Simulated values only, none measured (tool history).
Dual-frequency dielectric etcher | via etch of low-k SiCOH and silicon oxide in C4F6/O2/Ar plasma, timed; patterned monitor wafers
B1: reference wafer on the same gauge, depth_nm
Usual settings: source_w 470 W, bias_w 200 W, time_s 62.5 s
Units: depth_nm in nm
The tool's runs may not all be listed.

Run 1, hour 0: usual settings; B1 220.7. Result: depth_nm 225 nm.
Run 2, hour 85.6: usual settings but time_s 73 s; B1 219.8. Result: depth_nm 266 nm.
Run 3, hour 118: usual settings but time_s 73 s; B1 220.3. Result: depth_nm 263.9 nm.
At hour 160: wet clean of the chamber.
Run 4, hour 160.5: usual settings but time_s 73 s; B1 220. Result: depth_nm 253.5 nm.
Run 5, hour 162.6: usual settings; B1 220.1. Result: depth_nm 216.2 nm.
At hour 173.9: bias power generator calibrated.
Run 6, hour 185.8: usual settings; B1 219.6. Result: depth_nm 215.4 nm.
At hour 196.9: source power generator calibrated.
Run 7, hour 221.2: usual settings; B1 219.7. Result: depth_nm 215.5 nm.
Run 8, hour 256: usual settings; B1 220.5. Result: depth_nm 217.2 nm.
Run 9, hour 288.4: usual settings; B1 219.7. Result: depth_nm 218.4 nm.
Run 10, hour 301.1: usual settings but source_w 560 W, bias_w 213 W, time_s 75.5 s; B1 220. Result: depth_nm 282.5 nm.
At hour 301.9: gauge calibrated.
Run 11, hour 326.8: usual settings; B1 220.3. Result: depth_nm 219.5 nm.
Run 12, hour 347.1: usual settings but source_w 350 W, bias_w 242 W, time_s 54 s; B1 219.9. Result: depth_nm 196.1 nm.
Run 13, hour 362: usual settings but bias_w 151 W, time_s 51 s; B1 220.2. Result: depth_nm 153.8 nm.
At hour 394.7: upper electrode replaced.
Run 14, hour 395.9: usual settings but source_w 560 W; B1 219.9. Result: depth_nm 228.7 nm.
Run 15, hour 420.2: usual settings but time_s 75.5 s; B1 220.1. Result: depth_nm 266.6 nm.
Run 16, hour 437.4: usual settings but bias_w 168 W; B1 220.2. Result: depth_nm 200.4 nm.
Run 17, hour 466.3: usual settings but source_w 570 W; B1 220.3. Result: depth_nm 233 nm.
Run 18, hour 489.8: usual settings but source_w 390 W, time_s 45 s; B1 220.1. Result: depth_nm 153.5 nm.
Run 19, hour 517.9: usual settings; B1 220.6. Result: depth_nm 222.7 nm.

The same runs without the tool's hidden state, with the same run-to-run variation:
The hidden state here: etch rate over this chamber's usual, %; source power that arrives over what is set, %; bias power that arrives over what is set, %; gauge reads high (%).
run  depth_nm
  1     214.4
  2     251.6
  3       249
  4     251.1
  5     214.1
  6     212.8
  7     212.3
  8     213.2
  9     213.8
 10     276.3
 11     214.2
 12     191.1
 13     149.6
 14     221.8
 15       258
 16     193.7
 17     224.6
 18     147.6
 19     213.7
